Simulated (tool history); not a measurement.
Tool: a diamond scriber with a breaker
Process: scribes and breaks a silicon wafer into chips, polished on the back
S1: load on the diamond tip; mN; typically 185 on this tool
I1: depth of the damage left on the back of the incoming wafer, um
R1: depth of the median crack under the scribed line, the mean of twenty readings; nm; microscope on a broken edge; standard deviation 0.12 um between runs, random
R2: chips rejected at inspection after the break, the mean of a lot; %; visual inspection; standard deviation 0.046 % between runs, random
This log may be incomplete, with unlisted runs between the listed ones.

run,hour,S1,I1,R1,R2
1,0.0,185,0.01,9640,0.98
2,96.5,185,0.03,9590,0.81
# hour 210.3: diamond tip replaced by a new one
3,276.1,197,0.03,9450,0.93
4,318.9,197,0.02,9450,0.88
5,422.0,185,0.02,9050,1.01
6,528.0,185,0.05,9040,1.02
7,610.2,185,0.02,9060,1.07
8,666.9,209,0.04,9850,0.97
9,715.3,185,0.01,9020,1.10
10,1010.1,185,0.03,8850,1.12
11,1104.9,199,0.04,9360,0.97
12,1159.0,199,0.03,9070,0.96
# hour 1187.8: diamond tip replaced by a new one
13,1205.3,199,0.05,9270,0.83
14,1289.1,152,0.04,7880,3.50
# hour 1338.9: load on the tip recalibrated
15,1377.8,233,0.02,10690,2.29
16,1477.9,185,0.02,9270,0.89
17,1579.3,144,0.04,7940,3.48
18,1665.5,204,0.02,9750,0.87
19,1762.5,151,0.04,7890,3.33
20,1842.9,207,0.05,9590,0.86
21,1898.3,150,0.01,7920,3.07
22,1940.1,222,0.05,9800,1.00
# hour 1965.7: diamond tip replaced by a new one
23,1996.0,161,0.02,8200,2.34
24,2092.7,134,0.05,7430,5.81
25,2188.8,185,0.05,8710,1.18
26,2284.5,185,0.03,8970,1.21
27,2351.4,135,0.03,7540,6.02
28,2514.8,143,0.04,7640,5.11

Branching from run 28: 4 alternative next runs. What would each branch give?
A,2515.4,158,0.03,?,?
B,2515.4,232,0.03,?,?
C,2515.4,238,0.03,?,?
D,2515.4,162,0.03,?,?

run,R1,R2
A,8060,3.35
B,10010,1.25
C,10160,1.44
D,8180,2.96
What these runs would have given with no unlogged condition in the tool:
run,R1,R2
A,8660,1.67
B,10750,2.55
C,10910,2.94
D,8780,1.45
